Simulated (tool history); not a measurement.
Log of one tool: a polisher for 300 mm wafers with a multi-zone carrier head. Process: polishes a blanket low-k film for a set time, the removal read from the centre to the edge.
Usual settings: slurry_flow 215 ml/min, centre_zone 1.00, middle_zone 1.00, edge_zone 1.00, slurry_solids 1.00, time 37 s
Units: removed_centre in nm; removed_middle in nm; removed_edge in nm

run,hour,slurry_flow,centre_zone,middle_zone,edge_zone,slurry_solids,time,wafers since the last listed run,wafers polished on this pad,hours since the slurry nozzle was cleaned,hours since the centre zone pressure was calibrated,hours since the edge zone pressure was calibrated,hours since the carrier head's membrane was replaced,"incoming thickness of the incoming film, nm",removed_centre,removed_middle,removed_edge
1,0.0,215,1.00,1.00,1.00,1.00,37,0,267,314.9,1038.6,331.7,656.3,609.3,17.4,16.6,16.2
2,11.0,215,1.00,1.00,1.00,1.00,32,137,405,325.9,1049.6,342.7,667.3,602.4,14.9,14.3,14.2
# hour 14.4: edge zone pressure recalibrated
3,39.4,215,1.00,1.00,1.00,1.00,32,329,735,354.3,1078.0,25.0,695.7,601.7,14.6,14.1,14.2
# hour 50.5: worn pad replaced by a new one
# hour 51.0: carrier head's membrane replaced by a new one
4,51.5,215,0.97,1.00,1.00,1.00,27,94,6,366.4,1090.1,37.1,0.5,602.6,11.8,12.0,12.0
# hour 59.4: centre zone pressure recalibrated
5,65.4,215,1.00,1.00,1.00,1.00,37,148,154,380.3,6.0,51.0,14.4,588.5,17.0,16.6,16.8
6,73.3,215,1.00,1.00,1.00,1.00,37,98,253,388.2,13.9,58.9,22.3,602.0,17.0,16.7,16.7
7,84.3,215,0.93,1.00,1.08,1.20,37,137,391,399.2,24.9,69.9,33.3,605.5,17.4,18.1,18.9
8,92.3,140,1.10,1.09,1.00,1.00,33,99,491,407.2,32.9,77.9,41.3,605.7,15.6,15.2,14.3
9,108.9,180,1.00,1.00,1.00,1.00,28,207,698,423.8,49.5,94.5,57.9,592.4,12.7,12.3,12.4
10,115.6,215,1.06,1.00,1.00,1.00,37,83,782,430.5,56.2,101.2,64.6,604.9,18.3,16.4,16.5
11,127.8,215,0.92,1.00,1.00,1.00,48,152,934,442.7,68.4,113.4,76.8,596.7,20.4,21.5,21.4
# hour 138.5: worn pad replaced by a new one
12,139.0,215,1.00,1.00,1.00,1.00,37,89,5,453.9,79.6,124.6,88.0,604.4,17.3,16.2,16.2
13,149.6,215,1.00,1.00,1.00,1.00,45,132,138,464.5,90.2,135.2,98.6,596.4,20.6,19.9,20.0
14,156.7,215,1.00,1.00,1.00,1.00,37,88,226,471.6,97.3,142.3,105.7,592.4,17.1,16.5,16.5
# hour 163.9: slurry nozzle cleaned
15,198.4,270,1.00,1.00,1.00,1.00,37,508,735,34.5,139.0,184.0,147.4,601.5,17.9,17.0,16.7
# hour 210.2: worn pad replaced by a new one
16,210.7,215,0.93,1.00,1.00,0.75,37,103,6,46.8,151.3,196.3,159.7,603.5,12.6,13.4,13.7
17,215.1,215,1.00,1.00,1.05,1.00,37,54,61,51.2,155.7,200.7,164.1,591.4,16.9,16.5,16.6
18,229.2,215,1.00,1.00,1.00,1.00,37,176,237,65.3,169.8,214.8,178.2,598.0,16.8,16.4,16.6
19,242.2,285,1.04,1.00,1.00,1.00,37,162,400,78.3,182.8,227.8,191.2,599.9,18.2,16.9,16.9
20,249.3,215,1.05,1.00,1.00,1.30,37,88,489,85.4,189.9,234.9,198.3,598.2,20.6,19.0,19.1
21,261.0,215,0.91,1.00,0.90,1.00,37,146,635,97.1,201.6,246.6,210.0,600.7,15.4,16.5,15.4
22,272.1,215,1.00,0.88,1.00,1.00,37,138,773,108.2,212.7,257.7,221.1,597.4,17.3,14.9,16.4

The tool's hidden state at each run:
removal rate lost through wear of the pad, %: 0 in every run
slurry flow missing at the pad, %: 0 in every run
deviation of the centre zone's pressure from its setpoint, %: 0 in every run
deviation of the edge zone's pressure from its setpoint, %: 0 in every run
